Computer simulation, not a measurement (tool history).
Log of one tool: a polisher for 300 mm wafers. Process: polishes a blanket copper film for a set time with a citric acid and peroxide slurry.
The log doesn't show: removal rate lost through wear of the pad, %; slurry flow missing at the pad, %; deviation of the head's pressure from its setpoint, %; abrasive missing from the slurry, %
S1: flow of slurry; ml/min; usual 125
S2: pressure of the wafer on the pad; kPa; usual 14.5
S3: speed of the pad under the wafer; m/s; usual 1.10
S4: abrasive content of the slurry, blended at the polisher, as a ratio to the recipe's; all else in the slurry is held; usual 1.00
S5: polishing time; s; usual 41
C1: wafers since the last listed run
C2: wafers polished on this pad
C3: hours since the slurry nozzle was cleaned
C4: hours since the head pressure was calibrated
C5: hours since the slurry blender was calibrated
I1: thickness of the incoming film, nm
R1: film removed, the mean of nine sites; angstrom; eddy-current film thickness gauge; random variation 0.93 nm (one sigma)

run 1 hour=0.0 | S1=125 S2=16.5 S3=1.10 S4=1.00 S5=41 | C1=0 C2=721 C3=83.7 C4=76.4 C5=118.3 | I1=863.0 | R1=797
-- hour=22.2 worn pad replaced by a new one
run 2 hour=40.7 | S1=125 S2=16.5 S3=1.10 S4=1.00 S5=41 | C1=283 C2=142 C3=124.4 C4=117.1 C5=159.0 | I1=838.3 | R1=836
run 3 hour=71.9 | S1=125 S2=14.5 S3=1.10 S4=0.90 S5=41 | C1=241 C2=383 C3=155.6 C4=148.3 C5=190.2 | I1=842.3 | R1=687
run 4 hour=97.0 | S1=125 S2=14.5 S3=1.10 S4=1.00 S5=41 | C1=193 C2=577 C3=180.7 C4=173.4 C5=215.3 | I1=843.2 | R1=704
-- hour=131.7 worn pad replaced by a new one
run 5 hour=132.2 | S1=125 S2=14.5 S3=1.10 S4=1.00 S5=41 | C1=241 C2=4 C3=215.9 C4=208.6 C5=250.5 | I1=841.5 | R1=684
-- hour=146.6 slurry nozzle cleaned
run 6 hour=200.6 | S1=125 S2=14.5 S3=1.10 S4=1.00 S5=41 | C1=520 C2=525 C3=54.0 C4=277.0 C5=318.9 | I1=840.5 | R1=639
-- hour=243.2 worn pad replaced by a new one, repeated, since the last time left the tool worse
run 7 hour=258.6 | S1=125 S2=14.5 S3=1.30 S4=1.00 S5=41 | C1=417 C2=118 C3=112.0 C4=335.0 C5=376.9 | I1=861.0 | R1=869
-- hour=271.6 slurry blender recalibrated
-- hour=316.2 head pressure recalibrated
run 8 hour=317.5 | S1=125 S2=14.5 S3=1.36 S4=1.00 S5=41 | C1=424 C2=543 C3=170.9 C4=1.3 C5=45.9 | I1=840.0 | R1=867
-- hour=352.2 worn pad replaced by a new one
run 9 hour=369.7 | S1=105 S2=14.5 S3=1.22 S4=0.90 S5=32 | C1=372 C2=135 C3=223.1 C4=53.5 C5=98.1 | I1=849.2 | R1=594
-- hour=399.1 slurry nozzle cleaned
run 10 hour=417.6 | S1=155 S2=10.3 S3=1.10 S4=1.15 S5=52 | C1=362 C2=497 C3=18.5 C4=101.4 C5=146.0 | I1=863.3 | R1=696
-- hour=468.8 worn pad replaced by a new one
run 11 hour=469.3 | S1=125 S2=14.5 S3=1.10 S4=1.00 S5=41 | C1=368 C2=3 C3=70.2 C4=153.1 C5=197.7 | I1=858.5 | R1=750
run 12 hour=511.2 | S1=125 S2=14.5 S3=1.10 S4=1.00 S5=41 | C1=323 C2=327 C3=112.1 C4=195.0 C5=239.6 | I1=864.8 | R1=728
run 13 hour=553.4 | S1=80 S2=11.0 S3=1.10 S4=1.00 S5=41 | C1=326 C2=653 C3=154.3 C4=237.2 C5=281.8 | I1=848.7 | R1=506
-- hour=602.4 worn pad replaced by a new one
run 14 hour=611.2 | S1=125 S2=14.5 S3=0.76 S4=1.00 S5=41 | C1=415 C2=67 C3=212.1 C4=295.0 C5=339.6 | I1=838.8 | R1=525

3 ways to go on from here, each from the tool as it stands after run 14. What would each give?
run A hour=611.6 | S1=125 S2=14.5 S3=1.10 S4=1.20 S5=41 | C1=3 C2=70 C3=212.5 C4=295.4 C5=340.0 | I1=850.4 | R1=?
run B hour=611.6 | S1=125 S2=14.5 S3=1.42 S4=1.00 S5=41 | C1=3 C2=70 C3=212.5 C4=295.4 C5=340.0 | I1=850.4 | R1=?
run C hour=611.6 | S1=125 S2=14.5 S3=1.38 S4=1.20 S5=29 | C1=3 C2=70 C3=212.5 C4=295.4 C5=340.0 | I1=850.4 | R1=?

run=A R1=788
run=B R1=966
run=C R1=695
Without the tool's hidden state the same runs would have given:
run=A R1=799
run=B R1=980
run=C R1=705
